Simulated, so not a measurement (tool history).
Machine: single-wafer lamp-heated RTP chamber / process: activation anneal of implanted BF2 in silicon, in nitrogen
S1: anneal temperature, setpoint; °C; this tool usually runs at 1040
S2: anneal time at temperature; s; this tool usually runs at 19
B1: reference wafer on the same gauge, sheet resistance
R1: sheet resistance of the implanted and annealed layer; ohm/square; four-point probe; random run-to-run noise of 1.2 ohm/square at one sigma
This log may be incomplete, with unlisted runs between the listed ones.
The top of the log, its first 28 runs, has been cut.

Run 29, hour 699.4: usual settings; B1 281.97. Result: R1 324.49 ohm/square.
Run 30, hour 717.9: usual settings but S2 29 s; B1 282.15. Result: R1 314.03 ohm/square.
Run 31, hour 730.2: usual settings but S1 1021 °C, S2 25 s; B1 281.75. Result: R1 334.96 ohm/square.
Run 32, hour 743.7: usual settings but S1 1020 °C, S2 15 s; B1 281.74. Result: R1 348.14 ohm/square.
Run 33, hour 776.2: usual settings but S1 1048 °C, S2 27 s; B1 282. Result: R1 309.23 ohm/square.
Run 34, hour 806.1: usual settings but S1 1067 °C, S2 8 s; B1 281.93. Result: R1 327.41 ohm/square.
Run 35, hour 829.1: usual settings; B1 282.07. Result: R1 327.64 ohm/square.
Run 36, hour 860.6: usual settings but S1 1060 °C, S2 10 s; B1 282.11. Result: R1 327.46 ohm/square.
Run 37, hour 890.5: usual settings but S1 1048 °C, S2 24 s; B1 281.97. Result: R1 312.76 ohm/square.
Run 38, hour 911.8: usual settings but S1 1030 °C; B1 281.85. Result: R1 335.56 ohm/square.

Forecast each of these 3 alternatives for the next run:
Run A, hour 912.2: usual settings but S1 1031 °C; B1 ?. Result: R1 ?.
Run B, hour 912.2: usual settings but S1 1013 °C, S2 27 s; B1 ?. Result: R1 ?.
Run C, hour 912.2: usual settings but S2 27 s; B1 ?. Result: R1 ?.

run      B1      R1
  A  281.76  334.78
  B  281.76  342.96
  C  281.76  316.52
The same runs, with their run-to-run variation unchanged, on a tool lacking any hidden condition would have given:
run      R1
  A  334.78
  B  342.96
  C  316.52

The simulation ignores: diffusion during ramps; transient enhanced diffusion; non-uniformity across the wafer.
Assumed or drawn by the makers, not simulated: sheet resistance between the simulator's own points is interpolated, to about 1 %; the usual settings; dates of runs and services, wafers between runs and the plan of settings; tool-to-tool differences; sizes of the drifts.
